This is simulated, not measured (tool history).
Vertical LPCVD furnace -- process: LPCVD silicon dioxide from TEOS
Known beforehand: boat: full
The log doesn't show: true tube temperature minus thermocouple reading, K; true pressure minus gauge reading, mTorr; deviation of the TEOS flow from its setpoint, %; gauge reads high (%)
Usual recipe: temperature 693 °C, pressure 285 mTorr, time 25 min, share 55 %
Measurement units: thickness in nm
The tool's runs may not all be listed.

| run | hour | temperature | pressure | time | share | wafers since the last listed run | hours since the last temperature calibration | hours since the pressure gauge was zeroed | hours since the TEOS flow controller was replaced | hours since the gauge calibration | read-back reference wafer on the same gauge, thickness | thickness |
|---|---|---|---|---|---|---|---|---|---|---|---|---|
| 1 | 0 | 693 | 285 | 25 | 55 | 0 | 1178.8 | 4491.8 | 2217.4 | 271.8 | 122.96 | 146.48 |
| 2 | 13.5 | 693 | 285 | 25 | 55 | 121 | 1192.3 | 4505.3 | 2230.9 | 285.3 | 123.01 | 146.45 |
|  | 44.7 | TEOS flow controller replaced |
| 3 | 45.2 | 693 | 285 | 25 | 55 | 69 | 1224 | 4537 | 0.5 | 317 | 123.06 | 146.18 |
| 4 | 50.1 | 693 | 285 | 25 | 55 | 44 | 1228.9 | 4541.9 | 5.4 | 321.9 | 123.32 | 147.5 |
| 5 | 55 | 693 | 285 | 25 | 55 | 44 | 1233.8 | 4546.8 | 10.3 | 326.8 | 122.87 | 148.73 |
| 6 | 59.9 | 693 | 240 | 25 | 48 | 44 | 1238.7 | 4551.7 | 15.2 | 331.7 | 123.26 | 125.28 |
| 7 | 68.3 | 693 | 240 | 25 | 48 | 75 | 1247.1 | 4560.1 | 23.6 | 340.1 | 123.19 | 126.59 |
| 8 | 79.3 | 693 | 240 | 25 | 48 | 99 | 1258.1 | 4571.1 | 34.6 | 351.1 | 123.06 | 126.24 |
| 9 | 95.1 | 684 | 285 | 25 | 62 | 142 | 1273.9 | 4586.9 | 50.4 | 366.9 | 123.01 | 126.01 |
| 10 | 112 | 684 | 285 | 25 | 62 | 152 | 1290.8 | 4603.8 | 67.3 | 383.8 | 123 | 128.1 |
|  | 162.7 | pressure gauge zeroed |
| 11 | 163.2 | 693 | 285 | 25 | 62 | 245 | 1342 | 0.5 | 118.5 | 435 | 122.97 | 158.55 |
| 12 | 171.2 | 693 | 260 | 31 | 65 | 72 | 1350 | 8.5 | 126.5 | 443 | 123 | 190.48 |
| 13 | 180.9 | 693 | 285 | 25 | 55 | 87 | 1359.7 | 18.2 | 136.2 | 452.7 | 123.07 | 148.75 |
| 14 | 189.2 | 693 | 285 | 25 | 55 | 75 | 1368 | 26.5 | 144.5 | 461 | 123.09 | 149.47 |
| 15 | 200.5 | 697 | 315 | 19.5 | 66 | 102 | 1379.3 | 37.8 | 155.8 | 472.3 | 123.19 | 146.38 |
| 16 | 217.3 | 697 | 255 | 16 | 45 | 151 | 1396.1 | 54.6 | 172.6 | 489.1 | 123.08 | 89.28 |
|  | 222.7 | gauge calibrated |
| 17 | 226.9 | 693 | 330 | 25 | 55 | 86 | 1405.7 | 64.2 | 182.2 | 4.2 | 123.07 | 159.28 |
| 18 | 237.8 | 693 | 285 | 25 | 55 | 98 | 1416.6 | 75.1 | 193.1 | 15.1 | 123.05 | 148.27 |
| 19 | 248.4 | 697 | 285 | 30 | 61 | 95 | 1427.2 | 85.7 | 203.7 | 25.7 | 123.03 | 206.36 |
|  | 277.2 | thermocouples replaced and temperature profile calibrated |
| 20 | 277.7 | 693 | 230 | 32 | 55 | 47 | 0.5 | 115 | 233 | 55 | 123.11 | 158.21 |
| 21 | 287.7 | 687 | 285 | 22.5 | 55 | 90 | 10.5 | 125 | 243 | 65 | 123.13 | 108.33 |
| 22 | 305.9 | 693 | 285 | 25 | 55 | 164 | 28.7 | 143.2 | 261.2 | 83.2 | 122.96 | 137.16 |
| 23 | 319.8 | 693 | 285 | 25 | 55 | 125 | 42.6 | 157.1 | 275.1 | 97.1 | 123.33 | 138.13 |
| 24 | 376.1 | 693 | 285 | 25 | 52 | 508 | 98.9 | 213.4 | 331.4 | 153.4 | 122.86 | 133.6 |
| 25 | 391.6 | 701 | 285 | 33 | 63 | 140 | 114.4 | 228.9 | 346.9 | 168.9 | 122.94 | 235.31 |
| 26 | 404.9 | 693 | 335 | 28.5 | 55 | 120 | 127.7 | 242.2 | 360.2 | 182.2 | 123.2 | 171.6 |
| 27 | 417.4 | 693 | 285 | 25 | 48 | 112 | 140.2 | 254.7 | 372.7 | 194.7 | 122.82 | 128.5 |
| 28 | 426.5 | 700 | 285 | 25 | 55 | 82 | 149.3 | 263.8 | 381.8 | 203.8 | 123.22 | 163.14 |
| 29 | 444.8 | 693 | 285 | 25 | 55 | 165 | 167.6 | 282.1 | 400.1 | 222.1 | 123.1 | 136.6 |
| 30 | 465.4 | 697 | 285 | 20 | 55 | 186 | 188.2 | 302.7 | 420.7 | 242.7 | 122.94 | 121.31 |

What if the next run were any one of these 5? Each begins from the tool's condition after run 30:
| A | 470.4 | 693 | 285 | 16 | 55 | 45 | 193.2 | 307.7 | 425.7 | 247.7 | ? | ? |
| B | 470.4 | 697 | 350 | 20.5 | 49 | 45 | 193.2 | 307.7 | 425.7 | 247.7 | ? | ? |
| C | 470.4 | 687 | 285 | 29 | 63 | 45 | 193.2 | 307.7 | 425.7 | 247.7 | ? | ? |
| D | 470.4 | 693 | 285 | 25 | 59 | 45 | 193.2 | 307.7 | 425.7 | 247.7 | ? | ? |
| E | 470.4 | 693 | 265 | 33.5 | 55 | 45 | 193.2 | 307.7 | 425.7 | 247.7 | ? | ? |

| run | read-back reference wafer on the same gauge, thickness | thickness |
|---|---|---|
| A | 122.95 | 88.11 |
| B | 122.95 | 129.7 |
| C | 122.95 | 148.25 |
| D | 122.95 | 142.58 |
| E | 122.95 | 177.88 |
Had the tool no hidden state, the same runs would have come out as:
| run | thickness |
|---|---|
| A | 86.61 |
| B | 127.52 |
| C | 145.7 |
| D | 140.16 |
| E | 174.86 |
